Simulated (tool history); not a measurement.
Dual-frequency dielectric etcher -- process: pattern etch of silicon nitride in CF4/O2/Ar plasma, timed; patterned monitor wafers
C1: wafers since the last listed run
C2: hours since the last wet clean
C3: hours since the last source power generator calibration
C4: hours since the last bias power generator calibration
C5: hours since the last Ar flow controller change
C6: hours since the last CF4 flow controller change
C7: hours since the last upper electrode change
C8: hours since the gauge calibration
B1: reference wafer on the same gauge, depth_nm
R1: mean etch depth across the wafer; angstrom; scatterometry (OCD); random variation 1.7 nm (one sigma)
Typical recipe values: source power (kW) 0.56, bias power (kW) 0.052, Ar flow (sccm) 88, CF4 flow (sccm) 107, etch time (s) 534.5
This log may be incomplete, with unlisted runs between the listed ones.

run 1 day=0 | source_power_(kW)=0.56 bias_power_(kW)=0.052 Ar_flow_(sccm)=88 CF4_flow_(sccm)=107 etch_time_(s)=534.5 | C1=0 C2=329.9 C3=3153.8 C4=3186.5 C5=5280.1 C6=5468.7 C7=2142.7 C8=312.7 | B1=1270.1 | R1=10773
-- day=0.879 Ar flow controller replaced
-- day=1.629 upper electrode replaced
-- day=1.812 source power generator calibrated
run 2 day=1.833 | source_power_(kW)=0.56 bias_power_(kW)=0.052 Ar_flow_(sccm)=88 CF4_flow_(sccm)=107 etch_time_(s)=534.5 | C1=45 C2=373.9 C3=0.5 C4=3230.5 C5=22.9 C6=5512.7 C7=4.9 C8=356.7 | B1=1269.6 | R1=11277
run 3 day=1.85 | source_power_(kW)=0.56 bias_power_(kW)=0.052 Ar_flow_(sccm)=88 CF4_flow_(sccm)=107 etch_time_(s)=534.5 | C1=1 C2=374.3 C3=0.9 C4=3230.9 C5=23.3 C6=5513.1 C7=5.3 C8=357.1 | B1=1270.1 | R1=11274
run 4 day=1.871 | source_power_(kW)=0.56 bias_power_(kW)=0.052 Ar_flow_(sccm)=88 CF4_flow_(sccm)=107 etch_time_(s)=534.5 | C1=1 C2=374.8 C3=1.4 C4=3231.4 C5=23.8 C6=5513.6 C7=5.8 C8=357.6 | B1=1270.3 | R1=11253
run 5 day=2.038 | source_power_(kW)=0.56 bias_power_(kW)=0.052 Ar_flow_(sccm)=88 CF4_flow_(sccm)=107 etch_time_(s)=534.5 | C1=11 C2=378.8 C3=5.4 C4=3235.4 C5=27.8 C6=5517.6 C7=9.8 C8=361.6 | B1=1269.5 | R1=11281
-- day=2.65 CF4 flow controller replaced
-- day=2.775 gauge calibrated
-- day=3.462 wet clean of the chamber
run 6 day=3.483 | source_power_(kW)=0.56 bias_power_(kW)=0.052 Ar_flow_(sccm)=88 CF4_flow_(sccm)=107 etch_time_(s)=534.5 | C1=25 C2=0.5 C3=40.1 C4=3270.1 C5=62.5 C6=20 C7=44.5 C8=17 | B1=1270.4 | R1=11333
run 7 day=3.504 | source_power_(kW)=0.51 bias_power_(kW)=0.047 Ar_flow_(sccm)=88 CF4_flow_(sccm)=130 etch_time_(s)=585 | C1=1 C2=1 C3=40.6 C4=3270.6 C5=63 C6=20.5 C7=45 C8=17.5 | B1=1270 | R1=10990
-- day=3.767 bias power generator calibrated
run 8 day=4 | source_power_(kW)=0.56 bias_power_(kW)=0.052 Ar_flow_(sccm)=88 CF4_flow_(sccm)=107 etch_time_(s)=534.5 | C1=22 C2=12.9 C3=52.5 C4=5.6 C5=74.9 C6=32.4 C7=56.9 C8=29.4 | B1=1269.8 | R1=11326
run 9 day=4.35 | source_power_(kW)=0.42 bias_power_(kW)=0.052 Ar_flow_(sccm)=88 CF4_flow_(sccm)=86 etch_time_(s)=534.5 | C1=23 C2=21.3 C3=60.9 C4=14 C5=83.3 C6=40.8 C7=65.3 C8=37.8 | B1=1269.8 | R1=8132
run 10 day=4.654 | source_power_(kW)=0.56 bias_power_(kW)=0.064 Ar_flow_(sccm)=88 CF4_flow_(sccm)=116 etch_time_(s)=534.5 | C1=20 C2=28.6 C3=68.2 C4=21.3 C5=90.6 C6=48.1 C7=72.6 C8=45.1 | B1=1270.7 | R1=12343
run 11 day=4.992 | source_power_(kW)=0.56 bias_power_(kW)=0.052 Ar_flow_(sccm)=88 CF4_flow_(sccm)=107 etch_time_(s)=534.5 | C1=22 C2=36.7 C3=76.3 C4=29.4 C5=98.7 C6=56.2 C7=80.7 C8=53.2 | B1=1269.5 | R1=11311
run 12 day=5.704 | source_power_(kW)=0.49 bias_power_(kW)=0.052 Ar_flow_(sccm)=77 CF4_flow_(sccm)=93 etch_time_(s)=674 | C1=48 C2=53.8 C3=93.4 C4=46.5 C5=115.8 C6=73.3 C7=97.8 C8=70.3 | B1=1270.5 | R1=12485
run 13 day=6.367 | source_power_(kW)=0.56 bias_power_(kW)=0.052 Ar_flow_(sccm)=102 CF4_flow_(sccm)=120 etch_time_(s)=485 | C1=44 C2=69.7 C3=109.3 C4=62.4 C5=131.7 C6=89.2 C7=113.7 C8=86.2 | B1=1269.5 | R1=10119
run 14 day=6.879 | source_power_(kW)=0.56 bias_power_(kW)=0.052 Ar_flow_(sccm)=88 CF4_flow_(sccm)=107 etch_time_(s)=534.5 | C1=34 C2=82 C3=121.6 C4=74.7 C5=144 C6=101.5 C7=126 C8=98.5 | B1=1269.9 | R1=11285
run 15 day=7.308 | source_power_(kW)=0.56 bias_power_(kW)=0.062 Ar_flow_(sccm)=81 CF4_flow_(sccm)=92 etch_time_(s)=652.5 | C1=29 C2=92.3 C3=131.9 C4=85 C5=154.3 C6=111.8 C7=136.3 C8=108.8 | B1=1270 | R1=14698
run 16 day=8 | source_power_(kW)=0.56 bias_power_(kW)=0.052 Ar_flow_(sccm)=88 CF4_flow_(sccm)=132 etch_time_(s)=534.5 | C1=46 C2=108.9 C3=148.5 C4=101.6 C5=170.9 C6=128.4 C7=152.9 C8=125.4 | B1=1270.4 | R1=11468
run 17 day=8.267 | source_power_(kW)=0.56 bias_power_(kW)=0.052 Ar_flow_(sccm)=88 CF4_flow_(sccm)=107 etch_time_(s)=534.5 | C1=18 C2=115.3 C3=154.9 C4=108 C5=177.3 C6=134.8 C7=159.3 C8=131.8 | B1=1269.2 | R1=11274

What will run 18 give?
run 18 day=8.908 | source_power_(kW)=0.56 bias_power_(kW)=0.052 Ar_flow_(sccm)=88 CF4_flow_(sccm)=107 etch_time_(s)=534.5 | C1=43 C2=130.7 C3=170.3 C4=123.4 C5=192.7 C6=150.2 C7=174.7 C8=147.2 | B1=? | R1=?

{"run 18": {"B1": 1269.3, "R1": 11255}}
On a tool with no hidden condition, and with the same random variation, this run would have come out at R1 11438 angstrom.

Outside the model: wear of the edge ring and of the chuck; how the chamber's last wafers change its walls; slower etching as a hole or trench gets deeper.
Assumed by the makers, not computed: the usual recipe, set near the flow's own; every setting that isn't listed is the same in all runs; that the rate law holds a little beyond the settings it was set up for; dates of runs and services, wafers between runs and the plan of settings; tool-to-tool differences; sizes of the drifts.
